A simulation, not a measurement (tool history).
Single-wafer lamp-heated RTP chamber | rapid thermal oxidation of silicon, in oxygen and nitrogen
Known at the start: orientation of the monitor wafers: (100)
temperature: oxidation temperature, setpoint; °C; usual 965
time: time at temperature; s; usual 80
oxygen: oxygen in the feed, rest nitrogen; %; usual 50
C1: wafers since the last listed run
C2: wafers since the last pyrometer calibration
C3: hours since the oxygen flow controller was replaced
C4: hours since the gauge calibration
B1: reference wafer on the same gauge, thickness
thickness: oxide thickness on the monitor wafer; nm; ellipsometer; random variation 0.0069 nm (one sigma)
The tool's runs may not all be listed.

{"run": 1, "day": 0.0, "temperature": 965, "time": 80, "oxygen": 50, "C1": 0, "C2": 1862, "C3": 2883.9, "C4": 2245.3, "B1": 4.4, "thickness": 4.249}
{"run": 2, "day": 2.304, "temperature": 965, "time": 80, "oxygen": 50, "C1": 332, "C2": 2194, "C3": 2939.2, "C4": 2300.6, "B1": 4.401, "thickness": 4.254}
{"run": 3, "day": 4.071, "temperature": 965, "time": 80, "oxygen": 50, "C1": 254, "C2": 2449, "C3": 2981.6, "C4": 2343.0, "B1": 4.4, "thickness": 4.26}
{"run": 4, "day": 7.033, "temperature": 965, "time": 80, "oxygen": 50, "C1": 427, "C2": 2877, "C3": 3052.7, "C4": 2414.1, "B1": 4.4, "thickness": 4.252}
{"run": 5, "day": 9.554, "temperature": 965, "time": 80, "oxygen": 50, "C1": 363, "C2": 3241, "C3": 3113.2, "C4": 2474.6, "B1": 4.399, "thickness": 4.255}
{"run": 6, "day": 11.646, "temperature": 965, "time": 80, "oxygen": 50, "C1": 301, "C2": 3542, "C3": 3163.4, "C4": 2524.8, "B1": 4.403, "thickness": 4.272}
{"run": 7, "day": 16.012, "temperature": 965, "time": 80, "oxygen": 50, "C1": 630, "C2": 4172, "C3": 3268.2, "C4": 2629.6, "B1": 4.401, "thickness": 4.284}
{"run": 8, "day": 18.004, "temperature": 965, "time": 80, "oxygen": 50, "C1": 287, "C2": 4460, "C3": 3316.0, "C4": 2677.4, "B1": 4.399, "thickness": 4.285}
{"run": 9, "day": 21.362, "temperature": 965, "time": 80, "oxygen": 50, "C1": 484, "C2": 4944, "C3": 3396.6, "C4": 2758.0, "B1": 4.402, "thickness": 4.292}
{"run": 10, "day": 24.104, "temperature": 965, "time": 80, "oxygen": 27, "C1": 395, "C2": 5340, "C3": 3462.4, "C4": 2823.8, "B1": 4.402, "thickness": 3.606}
{"run": 11, "day": 26.75, "temperature": 965, "time": 80, "oxygen": 63, "C1": 381, "C2": 5722, "C3": 3525.9, "C4": 2887.3, "B1": 4.399, "thickness": 4.605}
{"run": 12, "day": 29.254, "temperature": 965, "time": 80, "oxygen": 63, "C1": 361, "C2": 6083, "C3": 3586.0, "C4": 2947.4, "B1": 4.401, "thickness": 4.619}
{"run": 13, "day": 34.15, "temperature": 965, "time": 80, "oxygen": 63, "C1": 706, "C2": 6789, "C3": 3703.5, "C4": 3064.9, "B1": 4.4, "thickness": 4.598}
{"run": 14, "day": 36.096, "temperature": 965, "time": 80, "oxygen": 50, "C1": 280, "C2": 7070, "C3": 3750.2, "C4": 3111.6, "B1": 4.4, "thickness": 4.293}
{"day": 36.842, "done": "pyrometer window cleaned and pyrometer calibrated"}
{"run": 15, "day": 39.288, "temperature": 965, "time": 80, "oxygen": 24, "C1": 412, "C2": 353, "C3": 3826.8, "C4": 3188.2, "B1": 4.4, "thickness": 3.481}
{"run": 16, "day": 41.346, "temperature": 965, "time": 80, "oxygen": 50, "C1": 296, "C2": 650, "C3": 3876.2, "C4": 3237.6, "B1": 4.399, "thickness": 4.249}
{"run": 17, "day": 44.0, "temperature": 980, "time": 105, "oxygen": 20, "C1": 382, "C2": 1033, "C3": 3939.9, "C4": 3301.3, "B1": 4.4, "thickness": 4.003}
{"run": 18, "day": 47.096, "temperature": 965, "time": 70, "oxygen": 77, "C1": 446, "C2": 1479, "C3": 4014.2, "C4": 3375.6, "B1": 4.401, "thickness": 4.58}
{"run": 19, "day": 48.942, "temperature": 965, "time": 80, "oxygen": 50, "C1": 266, "C2": 1746, "C3": 4058.5, "C4": 3419.9, "B1": 4.401, "thickness": 4.256}
{"run": 20, "day": 51.467, "temperature": 965, "time": 65, "oxygen": 33, "C1": 364, "C2": 2110, "C3": 4119.1, "C4": 3480.5, "B1": 4.4, "thickness": 3.511}
{"run": 21, "day": 53.975, "temperature": 965, "time": 107, "oxygen": 76, "C1": 361, "C2": 2472, "C3": 4179.3, "C4": 3540.7, "B1": 4.4, "thickness": 5.491}
{"run": 22, "day": 56.796, "temperature": 965, "time": 46, "oxygen": 29, "C1": 407, "C2": 2879, "C3": 4247.0, "C4": 3608.4, "B1": 4.398, "thickness": 3.05}
{"run": 23, "day": 58.983, "temperature": 949, "time": 80, "oxygen": 50, "C1": 315, "C2": 3194, "C3": 4299.5, "C4": 3660.9, "B1": 4.399, "thickness": 3.836}
{"day": 60.742, "done": "oxygen flow controller replaced"}
{"run": 24, "day": 60.867, "temperature": 939, "time": 80, "oxygen": 50, "C1": 223, "C2": 3418, "C3": 3.0, "C4": 3706.1, "B1": 4.399, "thickness": 3.565}
{"run": 25, "day": 66.954, "temperature": 965, "time": 80, "oxygen": 50, "C1": 878, "C2": 4296, "C3": 149.1, "C4": 3852.2, "B1": 4.399, "thickness": 4.24}
{"day": 69.708, "done": "gauge calibrated"}
{"run": 26, "day": 70.604, "temperature": 989, "time": 61, "oxygen": 25, "C1": 526, "C2": 4823, "C3": 236.7, "C4": 21.5, "B1": 4.402, "thickness": 3.639}
{"run": 27, "day": 73.079, "temperature": 987, "time": 80, "oxygen": 50, "C1": 357, "C2": 5180, "C3": 296.1, "C4": 80.9, "B1": 4.398, "thickness": 4.941}
{"run": 28, "day": 75.408, "temperature": 938, "time": 94, "oxygen": 66, "C1": 336, "C2": 5516, "C3": 352.0, "C4": 136.8, "B1": 4.399, "thickness": 4.099}
{"run": 29, "day": 78.558, "temperature": 965, "time": 109, "oxygen": 50, "C1": 454, "C2": 5971, "C3": 427.6, "C4": 212.4, "B1": 4.401, "thickness": 4.836}
{"run": 30, "day": 82.529, "temperature": 937, "time": 112, "oxygen": 63, "C1": 572, "C2": 6544, "C3": 522.9, "C4": 307.7, "B1": 4.4, "thickness": 4.305}
{"run": 31, "day": 85.288, "temperature": 994, "time": 80, "oxygen": 50, "C1": 397, "C2": 6942, "C3": 589.1, "C4": 373.9, "B1": 4.401, "thickness": 5.223}
{"run": 32, "day": 88.592, "temperature": 941, "time": 40, "oxygen": 50, "C1": 476, "C2": 7418, "C3": 668.4, "C4": 453.2, "B1": 4.403, "thickness": 2.915}
{"day": 91.104, "done": "pyrometer window cleaned and pyrometer calibrated"}
{"run": 33, "day": 92.742, "temperature": 965, "time": 114, "oxygen": 39, "C1": 550, "C2": 236, "C3": 768.0, "C4": 552.8, "B1": 4.401, "thickness": 4.511}
{"run": 34, "day": 97.008, "temperature": 965, "time": 80, "oxygen": 50, "C1": 615, "C2": 851, "C3": 870.4, "C4": 655.2, "B1": 4.397, "thickness": 4.231}
{"run": 35, "day": 99.254, "temperature": 956, "time": 61, "oxygen": 21, "C1": 324, "C2": 1175, "C3": 924.3, "C4": 709.1, "B1": 4.399, "thickness": 2.96}
{"run": 36, "day": 102.7, "temperature": 979, "time": 45, "oxygen": 27, "C1": 497, "C2": 1673, "C3": 1007.0, "C4": 791.8, "B1": 4.4, "thickness": 3.165}
{"run": 37, "day": 104.675, "temperature": 939, "time": 80, "oxygen": 50, "C1": 284, "C2": 1958, "C3": 1054.4, "C4": 839.2, "B1": 4.401, "thickness": 3.569}
{"run": 38, "day": 107.238, "temperature": 965, "time": 49, "oxygen": 27, "C1": 369, "C2": 2327, "C3": 1115.9, "C4": 900.7, "B1": 4.4, "thickness": 3.045}

Some steps in thickness between neighbouring runs. How much of each would the tool show without its hidden state too (settings, what came in, random variation), and how much is left for the hidden state, with any gauge scatter that isn't in both results?
The hidden state here: true wafer temperature minus pyrometer reading, K; deviation of the oxygen flow from its setpoint, %; gauge reads high (%).
Run 14 -> 15: oxygen 50 -> 24, pyrometer window cleaned and pyrometer calibrated. thickness -0.812 nm: hidden state -0.061, all else -0.751.
Run 20 -> 21: time 65 -> 107, oxygen 33 -> 76. thickness +1.980 nm: hidden state +0.010, all else +1.970.
Run 21 -> 22: time 107 -> 46, oxygen 76 -> 29. thickness -2.441 nm: hidden state -0.021, all else -2.420.
Run 23 -> 24: temperature 949 -> 939, oxygen flow controller replaced. thickness -0.271 nm: hidden state -0.043, all else -0.228.
Run 31 -> 32: temperature 994 -> 941, time 80 -> 40. thickness -2.308 nm: hidden state -0.057, all else -2.251.
